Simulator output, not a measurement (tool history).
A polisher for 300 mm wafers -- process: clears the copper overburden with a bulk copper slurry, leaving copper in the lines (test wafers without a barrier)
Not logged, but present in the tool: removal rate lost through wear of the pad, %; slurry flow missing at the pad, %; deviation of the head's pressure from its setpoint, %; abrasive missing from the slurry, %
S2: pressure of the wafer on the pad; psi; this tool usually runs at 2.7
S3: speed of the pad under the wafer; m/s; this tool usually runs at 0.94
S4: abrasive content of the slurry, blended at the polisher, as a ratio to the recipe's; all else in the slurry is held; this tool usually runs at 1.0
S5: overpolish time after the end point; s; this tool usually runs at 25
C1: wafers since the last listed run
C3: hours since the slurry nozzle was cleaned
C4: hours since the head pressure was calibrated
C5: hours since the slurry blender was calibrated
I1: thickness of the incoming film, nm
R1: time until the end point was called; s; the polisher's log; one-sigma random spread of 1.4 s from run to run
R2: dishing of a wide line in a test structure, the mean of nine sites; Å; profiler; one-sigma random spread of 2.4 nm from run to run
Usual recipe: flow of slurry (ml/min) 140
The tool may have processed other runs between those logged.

run 1 hour=0.0 | flow_of_slurry_(ml/min)=140 S2=2.7 S3=0.94 S4=1.0 S5=25 | C1=0 wafers_polished_on_this_pad=308 C3=44.8 C4=168.7 C5=210.4 | I1=794.1 | R1=92.9 R2=974
run 2 hour=50.9 | flow_of_slurry_(ml/min)=140 S2=2.7 S3=0.94 S4=1.0 S5=25 | C1=425 wafers_polished_on_this_pad=734 C3=95.7 C4=219.6 C5=261.3 | I1=793.1 | R1=92.6 R2=957
-- hour=99.8 slurry blender recalibrated
run 3 hour=172.7 | flow_of_slurry_(ml/min)=140 S2=2.7 S3=0.94 S4=1.0 S5=25 | C1=1002 wafers_polished_on_this_pad=1736 C3=217.5 C4=341.4 C5=72.9 | I1=781.3 | R1=90.1 R2=973
-- hour=203.9 worn pad replaced by a new one
run 4 hour=274.1 | flow_of_slurry_(ml/min)=140 S2=2.7 S3=0.84 S4=1.0 S5=25 | C1=815 wafers_polished_on_this_pad=587 C3=318.9 C4=442.8 C5=174.3 | I1=798.0 | R1=104.7 R2=952
run 5 hour=312.0 | flow_of_slurry_(ml/min)=140 S2=2.7 S3=0.84 S4=1.0 S5=25 | C1=317 wafers_polished_on_this_pad=904 C3=356.8 C4=480.7 C5=212.2 | I1=783.5 | R1=101.6 R2=947
-- hour=329.3 head pressure recalibrated
run 6 hour=352.2 | flow_of_slurry_(ml/min)=140 S2=2.7 S3=1.12 S4=1.0 S5=25 | C1=319 wafers_polished_on_this_pad=1224 C3=397.0 C4=22.9 C5=252.4 | I1=801.2 | R1=77.1 R2=1096
-- hour=370.9 slurry blender recalibrated
run 7 hour=414.9 | flow_of_slurry_(ml/min)=140 S2=2.7 S3=1.12 S4=1.0 S5=25 | C1=507 wafers_polished_on_this_pad=1732 C3=459.7 C4=85.6 C5=44.0 | I1=806.0 | R1=78.1 R2=1090
-- hour=454.9 worn pad replaced by a new one
-- hour=456.1 slurry nozzle cleaned
run 8 hour=489.0 | flow_of_slurry_(ml/min)=140 S2=2.7 S3=1.12 S4=1.0 S5=25 | C1=578 wafers_polished_on_this_pad=276 C3=32.9 C4=159.7 C5=118.1 | I1=790.0 | R1=74.5 R2=1065
run 9 hour=542.8 | flow_of_slurry_(ml/min)=140 S2=2.7 S3=0.94 S4=1.1 S5=25 | C1=450 wafers_polished_on_this_pad=727 C3=86.7 C4=213.5 C5=171.9 | I1=801.4 | R1=90.1 R2=1011
run 10 hour=619.1 | flow_of_slurry_(ml/min)=140 S2=2.7 S3=0.72 S4=1.0 S5=18 | C1=638 wafers_polished_on_this_pad=1365 C3=163.0 C4=289.8 C5=248.2 | I1=796.6 | R1=122.8 R2=728

Estimate the outcome of run 11 from the log above:
-- hour=683.8 worn pad replaced by a new one
run 11 hour=695.1 | flow_of_slurry_(ml/min)=100 S2=2.9 S3=1.12 S4=1.0 S5=11 | C1=602 wafers_polished_on_this_pad=94 C3=239.0 C4=365.8 C5=324.2 | I1=792.6 | R1=? R2=?

Run 11 gave R1 77.1 s, R2 687 Å.
The same run, on a tool lacking any hidden state, would have yielded R1 77.1 s, R2 687 Å.
